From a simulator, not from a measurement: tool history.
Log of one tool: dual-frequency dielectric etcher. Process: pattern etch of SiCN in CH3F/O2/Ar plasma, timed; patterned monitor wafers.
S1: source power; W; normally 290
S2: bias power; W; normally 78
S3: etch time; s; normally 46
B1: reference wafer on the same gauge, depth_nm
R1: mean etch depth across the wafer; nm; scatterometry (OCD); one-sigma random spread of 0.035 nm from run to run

Run 1, hour 0: usual settings but S2 90 W; B1 12.6. Result: R1 16.18 nm.
Run 2, hour 27.7: usual settings but S3 53.5 s; B1 12.61. Result: R1 17.65 nm.
Run 3, hour 97.3: usual settings but S3 53.5 s; B1 12.61. Result: R1 17.68 nm.
Run 4, hour 131.8: usual settings but S3 53.5 s; B1 12.61. Result: R1 17.67 nm.
Run 5, hour 201.4: usual settings; B1 12.6. Result: R1 15.26 nm.
Run 6, hour 283.8: usual settings; B1 12.59. Result: R1 15.2 nm.
Run 7, hour 322: usual settings; B1 12.61. Result: R1 15.2 nm.
Run 8, hour 375.5: usual settings; B1 12.6. Result: R1 15.2 nm.
Run 9, hour 440.1: usual settings; B1 12.61. Result: R1 15.22 nm.
Run 10, hour 488: usual settings; B1 12.6. Result: R1 15.2 nm.
Run 11, hour 524.9: usual settings; B1 12.6. Result: R1 15.27 nm.
Run 12, hour 559.3: usual settings; B1 12.6. Result: R1 15.25 nm.
Run 13, hour 598.7: usual settings; B1 12.6. Result: R1 15.23 nm.
Run 14, hour 639.2: usual settings but S1 250 W, S2 65 W, S3 40 s; B1 12.6. Result: R1 11.14 nm.
Run 15, hour 668.6: usual settings but S1 340 W, S2 94 W, S3 56.5 s; B1 12.6. Result: R1 22.19 nm.
Run 16, hour 728: usual settings but S2 95 W; B1 12.6. Result: R1 16.57 nm.
Run 17, hour 767.1: usual settings but S1 330 W, S3 60 s; B1 12.6. Result: R1 21.37 nm.
Run 18, hour 825.4: usual settings but S2 59 W, S3 39.5 s; B1 12.6. Result: R1 11.56 nm.
Run 19, hour 882.1: usual settings but S1 350 W, S2 98 W, S3 42.5 s; B1 12.59. Result: R1 17.21 nm.
Run 20, hour 917.4: usual settings; B1 12.61. Result: R1 15.16 nm.
Run 21, hour 947.5: usual settings but S2 58 W; B1 12.61. Result: R1 13.4 nm.
Run 22, hour 983.8: usual settings but S1 350 W, S2 93 W, S3 35 s; B1 12.6. Result: R1 13.87 nm.
Run 23, hour 1016.8: usual settings but S2 91 W, S3 38 s; B1 12.6. Result: R1 13.42 nm.
Run 24, hour 1063.7: usual settings but S1 350 W, S2 62 W, S3 40 s; B1 12.6. Result: R1 13.33 nm.
Run 25, hour 1104: usual settings but S2 91 W, S3 38 s; B1 12.6. Result: R1 13.48 nm.
Run 26, hour 1163.2: usual settings but S3 37.5 s; B1 12.6. Result: R1 12.46 nm.
Run 27, hour 1332.5: usual settings but S1 350 W, S2 62 W, S3 59 s; B1 12.6. Result: R1 19.72 nm.
Run 28, hour 1423: usual settings but S3 53.5 s; B1 12.61. Result: R1 17.66 nm.
Run 29, hour 1470.5: usual settings but S3 51.5 s; B1 12.6. Result: R1 17.07 nm.

Not shown here: 8 entries made in the log between runs. Locate each between two listed runs and compare the hidden state at the listed run before it with the hidden state at the listed run after it:
In the gap between runs 5 and 6: wet clean of the chamber (hour 283.3)
  no hidden state differs between the two runs
In the gap between runs 8 and 9: bias power generator calibrated (hour 400.6); upper electrode replaced (hour 435.2)
  no hidden state differs between the two runs
In the gap between runs 9 and 10: source power generator calibrated (hour 452.5)
  no hidden state differs between the two runs
In the gap between runs 13 and 14: wet clean of the chamber (hour 625.1); gauge calibrated (hour 635)
  no hidden state differs between the two runs
In the gap between runs 22 and 23: wet clean of the chamber (hour 1016.3)
  no hidden state differs between the two runs
In the gap between runs 27 and 28: wet clean of the chamber (hour 1422.5)
  no hidden state differs between the two runs
